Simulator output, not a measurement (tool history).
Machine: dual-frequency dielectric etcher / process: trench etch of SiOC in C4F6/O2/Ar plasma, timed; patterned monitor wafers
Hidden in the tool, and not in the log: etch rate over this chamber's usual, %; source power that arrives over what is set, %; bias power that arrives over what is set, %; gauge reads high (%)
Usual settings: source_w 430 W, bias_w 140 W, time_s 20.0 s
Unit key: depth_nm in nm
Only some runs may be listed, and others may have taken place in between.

| run | day | source_w | bias_w | time_s | wafers since the last listed run | hours since the last wet clean | hours since the last source power generator calibration | hours since the last bias power generator calibration | hours since the last upper electrode change | hours since the gauge calibration | read-back reference wafer on the same gauge, depth_nm | depth_nm |
|---|---|---|---|---|---|---|---|---|---|---|---|---|
| 1 | 0.000 | 430 | 140 | 20.0 | 0 | 89.6 | 1796.2 | 16.1 | 1937.8 | 1423.7 | 47.08 | 40.08 |
| 2 | 2.296 | 430 | 140 | 20.0 | 989 | 144.7 | 1851.3 | 71.2 | 1992.9 | 1478.8 | 47.17 | 39.70 |
| 3 | 9.800 | 430 | 152 | 20.0 | 3234 | 324.8 | 2031.4 | 251.3 | 2173.0 | 1658.9 | 47.12 | 40.08 |
|  | 12.588 | upper electrode replaced |
| 4 | 12.608 | 430 | 152 | 20.0 | 779 | 392.2 | 2098.8 | 318.7 | 0.5 | 1726.3 | 47.11 | 39.64 |
| 5 | 14.404 | 510 | 140 | 18.0 | 773 | 435.3 | 2141.9 | 361.8 | 43.6 | 1769.4 | 47.11 | 36.49 |
|  | 19.283 | wet clean of the chamber |
| 6 | 20.996 | 430 | 140 | 20.0 | 2409 | 41.1 | 2300.1 | 520.0 | 201.8 | 1927.6 | 47.05 | 39.73 |
| 7 | 23.975 | 480 | 140 | 20.0 | 1283 | 112.6 | 2371.6 | 591.5 | 273.3 | 1999.1 | 47.10 | 40.79 |
| 8 | 25.512 | 430 | 140 | 20.0 | 662 | 149.5 | 2408.5 | 628.4 | 310.2 | 2036.0 | 47.14 | 39.60 |
| 9 | 27.442 | 350 | 140 | 20.0 | 831 | 195.8 | 2454.8 | 674.7 | 356.5 | 2082.3 | 47.10 | 37.88 |
| 10 | 30.442 | 430 | 140 | 20.0 | 1292 | 267.8 | 2526.8 | 746.7 | 428.5 | 2154.3 | 47.06 | 39.16 |
| 11 | 33.071 | 490 | 113 | 15.5 | 1133 | 330.9 | 2589.9 | 809.8 | 491.6 | 2217.4 | 47.13 | 29.07 |
|  | 35.808 | gauge calibrated |
| 12 | 37.304 | 500 | 114 | 22.0 | 1824 | 432.5 | 2691.5 | 911.4 | 593.2 | 35.9 | 47.07 | 41.67 |
| 13 | 38.504 | 480 | 164 | 23.0 | 517 | 461.3 | 2720.3 | 940.2 | 622.0 | 64.7 | 47.11 | 47.65 |
|  | 40.033 | wet clean of the chamber |
| 14 | 40.054 | 430 | 113 | 20.0 | 237 | 0.5 | 2757.5 | 977.4 | 659.2 | 101.9 | 47.10 | 38.17 |
| 15 | 41.329 | 500 | 140 | 20.0 | 549 | 31.1 | 2788.1 | 1008.0 | 689.8 | 132.5 | 47.08 | 41.93 |
|  | 41.521 | source power generator calibrated |
| 16 | 42.571 | 350 | 140 | 23.0 | 463 | 60.9 | 25.2 | 1037.8 | 719.6 | 162.3 | 47.08 | 44.80 |
| 17 | 45.079 | 430 | 140 | 20.0 | 1081 | 121.1 | 85.4 | 1098.0 | 779.8 | 222.5 | 47.09 | 40.68 |
| 18 | 47.950 | 340 | 140 | 23.0 | 1237 | 190.0 | 154.3 | 1166.9 | 848.7 | 291.4 | 47.13 | 43.87 |
| 19 | 49.433 | 350 | 106 | 20.0 | 639 | 225.6 | 189.9 | 1202.5 | 884.3 | 327.0 | 47.10 | 35.49 |
| 20 | 50.767 | 430 | 126 | 15.5 | 574 | 257.6 | 221.9 | 1234.5 | 916.3 | 359.0 | 47.13 | 30.01 |
| 21 | 53.625 | 520 | 140 | 22.0 | 1231 | 326.2 | 290.5 | 1303.1 | 984.9 | 427.6 | 47.12 | 45.82 |
|  | 60.525 | wet clean of the chamber |
| 22 | 60.546 | 350 | 106 | 20.0 | 2551 | 0.5 | 456.6 | 1469.2 | 1151.0 | 593.7 | 47.10 | 36.29 |
| 23 | 62.412 | 430 | 152 | 20.0 | 804 | 45.3 | 501.4 | 1514.0 | 1195.8 | 638.5 | 47.14 | 42.21 |
| 24 | 64.504 | 430 | 140 | 24.5 | 901 | 95.5 | 551.6 | 1564.2 | 1246.0 | 688.7 | 47.09 | 50.14 |
| 25 | 67.004 | 350 | 173 | 22.5 | 1077 | 155.5 | 611.6 | 1624.2 | 1306.0 | 748.7 | 47.09 | 47.00 |
| 26 | 69.562 | 470 | 140 | 20.0 | 1102 | 216.9 | 673.0 | 1685.6 | 1367.4 | 810.1 | 47.10 | 40.76 |
| 27 | 72.462 | 400 | 153 | 24.5 | 1249 | 286.5 | 742.6 | 1755.2 | 1437.0 | 879.7 | 47.05 | 49.40 |
| 28 | 74.050 | 330 | 130 | 24.5 | 684 | 324.6 | 780.7 | 1793.3 | 1475.1 | 917.8 | 47.08 | 45.13 |
| 29 | 75.429 | 360 | 140 | 20.0 | 594 | 357.7 | 813.8 | 1826.4 | 1508.2 | 950.9 | 47.11 | 38.71 |

Predict each of these 5 candidate next runs independently; none follows another, all start after run 29:
| A | 75.446 | 430 | 140 | 20.0 | 7 | 358.1 | 814.2 | 1826.8 | 1508.6 | 951.3 | ? | ? |
| B | 75.446 | 360 | 120 | 20.0 | 7 | 358.1 | 814.2 | 1826.8 | 1508.6 | 951.3 | ? | ? |
| C | 75.446 | 430 | 158 | 24.0 | 7 | 358.1 | 814.2 | 1826.8 | 1508.6 | 951.3 | ? | ? |
| D | 75.446 | 370 | 110 | 17.5 | 7 | 358.1 | 814.2 | 1826.8 | 1508.6 | 951.3 | ? | ? |
| E | 75.446 | 430 | 160 | 22.5 | 7 | 358.1 | 814.2 | 1826.8 | 1508.6 | 951.3 | ? | ? |

| run | read-back reference wafer on the same gauge, depth_nm | depth_nm |
|---|---|---|
| A | 47.10 | 39.78 |
| B | 47.10 | 36.77 |
| C | 47.10 | 49.46 |
| D | 47.10 | 31.58 |
| E | 47.10 | 46.54 |
Without the tool's hidden state the same runs would have given:
| run | depth_nm |
|---|---|
| A | 40.44 |
| B | 37.37 |
| C | 50.27 |
| D | 32.10 |
| E | 47.31 |
